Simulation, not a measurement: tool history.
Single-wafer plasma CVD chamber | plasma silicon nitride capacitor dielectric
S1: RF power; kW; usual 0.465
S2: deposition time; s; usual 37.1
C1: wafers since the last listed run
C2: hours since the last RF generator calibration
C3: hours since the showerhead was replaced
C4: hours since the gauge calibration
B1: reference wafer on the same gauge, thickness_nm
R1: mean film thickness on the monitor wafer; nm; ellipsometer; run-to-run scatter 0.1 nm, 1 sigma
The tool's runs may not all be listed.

{"run": 1, "hour": 0.0, "S1": 0.465, "S2": 40.1, "C1": 0, "C2": 418.8, "C3": 3558.9, "C4": 516.8, "B1": 52.699, "R1": 53.74}
{"run": 2, "hour": 66.4, "S1": 0.465, "S2": 40.1, "C1": 1352, "C2": 485.2, "C3": 3625.3, "C4": 583.2, "B1": 52.71, "R1": 53.751}
{"run": 3, "hour": 112.5, "S1": 0.42, "S2": 37.1, "C1": 939, "C2": 531.3, "C3": 3671.4, "C4": 629.3, "B1": 52.705, "R1": 47.836}
{"run": 4, "hour": 158.4, "S1": 0.465, "S2": 37.1, "C1": 935, "C2": 577.2, "C3": 3717.3, "C4": 675.2, "B1": 52.744, "R1": 49.57}
{"run": 5, "hour": 237.8, "S1": 0.465, "S2": 37.1, "C1": 1617, "C2": 656.6, "C3": 3796.7, "C4": 754.6, "B1": 52.685, "R1": 49.564}
{"run": 6, "hour": 293.4, "S1": 0.465, "S2": 37.1, "C1": 1132, "C2": 712.2, "C3": 3852.3, "C4": 810.2, "B1": 52.712, "R1": 49.227}
{"run": 7, "hour": 386.0, "S1": 0.465, "S2": 37.1, "C1": 1886, "C2": 804.8, "C3": 3944.9, "C4": 902.8, "B1": 52.68, "R1": 49.195}
{"hour": 490.7, "done": "RF generator calibrated"}
{"run": 8, "hour": 491.2, "S1": 0.465, "S2": 37.1, "C1": 1980, "C2": 0.5, "C3": 4050.1, "C4": 1008, "B1": 52.693, "R1": 50.11}
{"run": 9, "hour": 581.7, "S1": 0.465, "S2": 37.1, "C1": 1843, "C2": 91, "C3": 4140.6, "C4": 1098.5, "B1": 52.729, "R1": 50.042}
{"run": 10, "hour": 629.8, "S1": 0.41, "S2": 41, "C1": 979, "C2": 139.1, "C3": 4188.7, "C4": 1146.6, "B1": 52.707, "R1": 52.623}
{"run": 11, "hour": 732.0, "S1": 0.41, "S2": 41, "C1": 2082, "C2": 241.3, "C3": 4290.9, "C4": 1248.8, "B1": 52.727, "R1": 52.583}
{"run": 12, "hour": 811.5, "S1": 0.465, "S2": 33.4, "C1": 1619, "C2": 320.8, "C3": 4370.4, "C4": 1328.3, "B1": 52.684, "R1": 44.814}
{"run": 13, "hour": 886.4, "S1": 0.465, "S2": 33.4, "C1": 1525, "C2": 395.7, "C3": 4445.3, "C4": 1403.2, "B1": 52.702, "R1": 44.811}
{"run": 14, "hour": 1130.9, "S1": 0.465, "S2": 37.1, "C1": 4981, "C2": 640.2, "C3": 4689.8, "C4": 1647.7, "B1": 52.676, "R1": 49.392}
{"run": 15, "hour": 1204.9, "S1": 0.465, "S2": 37.1, "C1": 1507, "C2": 714.2, "C3": 4763.8, "C4": 1721.7, "B1": 52.739, "R1": 49.323}
{"run": 16, "hour": 1255.2, "S1": 0.4, "S2": 38.9, "C1": 1024, "C2": 764.5, "C3": 4814.1, "C4": 1772, "B1": 52.651, "R1": 48.785}
{"run": 17, "hour": 1325.5, "S1": 0.4, "S2": 38.9, "C1": 1432, "C2": 834.8, "C3": 4884.4, "C4": 1842.3, "B1": 52.715, "R1": 48.678}
{"run": 18, "hour": 1372.7, "S1": 0.4, "S2": 38.9, "C1": 961, "C2": 882, "C3": 4931.6, "C4": 1889.5, "B1": 52.691, "R1": 48.596}
{"hour": 1445.2, "done": "RF generator calibrated"}
{"run": 19, "hour": 1467.7, "S1": 0.44, "S2": 37.1, "C1": 1772, "C2": 22.5, "C3": 5026.6, "C4": 1984.5, "B1": 52.718, "R1": 49.035}
{"hour": 1512.8, "done": "showerhead replaced"}
{"run": 20, "hour": 1560.6, "S1": 0.44, "S2": 37.1, "C1": 1729, "C2": 115.4, "C3": 47.8, "C4": 2077.4, "B1": 52.705, "R1": 49.096}
{"run": 21, "hour": 1620.3, "S1": 0.465, "S2": 37.1, "C1": 1216, "C2": 175.1, "C3": 107.5, "C4": 2137.1, "B1": 52.695, "R1": 49.95}
{"run": 22, "hour": 1684.3, "S1": 0.435, "S2": 37.1, "C1": 1303, "C2": 239.1, "C3": 171.5, "C4": 2201.1, "B1": 52.685, "R1": 48.577}
{"run": 23, "hour": 1782.2, "S1": 0.55, "S2": 39.5, "C1": 1994, "C2": 337, "C3": 269.4, "C4": 2299, "B1": 52.729, "R1": 56.303}
{"run": 24, "hour": 1842.8, "S1": 0.465, "S2": 37.1, "C1": 1234, "C2": 397.6, "C3": 330, "C4": 2359.6, "B1": 52.697, "R1": 49.766}
{"run": 25, "hour": 1901.5, "S1": 0.53, "S2": 43.5, "C1": 1195, "C2": 456.3, "C3": 388.7, "C4": 2418.3, "B1": 52.684, "R1": 61.322}
{"run": 26, "hour": 1989.2, "S1": 0.39, "S2": 32.8, "C1": 1786, "C2": 544, "C3": 476.4, "C4": 2506, "B1": 52.726, "R1": 40.989}
{"run": 27, "hour": 2056.6, "S1": 0.44, "S2": 40.8, "C1": 1373, "C2": 611.4, "C3": 543.8, "C4": 2573.4, "B1": 52.717, "R1": 53.529}
{"run": 28, "hour": 2139.2, "S1": 0.465, "S2": 37.1, "C1": 1682, "C2": 694, "C3": 626.4, "C4": 2656, "B1": 52.679, "R1": 49.571}
{"run": 29, "hour": 2230.1, "S1": 0.4, "S2": 42.2, "C1": 1851, "C2": 784.9, "C3": 717.3, "C4": 2746.9, "B1": 52.698, "R1": 52.752}

Run 30, settings as shown, results not yet in. Your forecast:
{"run": 30, "hour": 2324.4, "S1": 0.49, "S2": 32.7, "C1": 1921, "C2": 879.2, "C3": 811.6, "C4": 2841.2, "B1": "?", "R1": "?"}

{"run 30": {"B1": 52.664, "R1": 43.943}}
Without the tool's hidden state the same run would have given R1 45.015 nm.
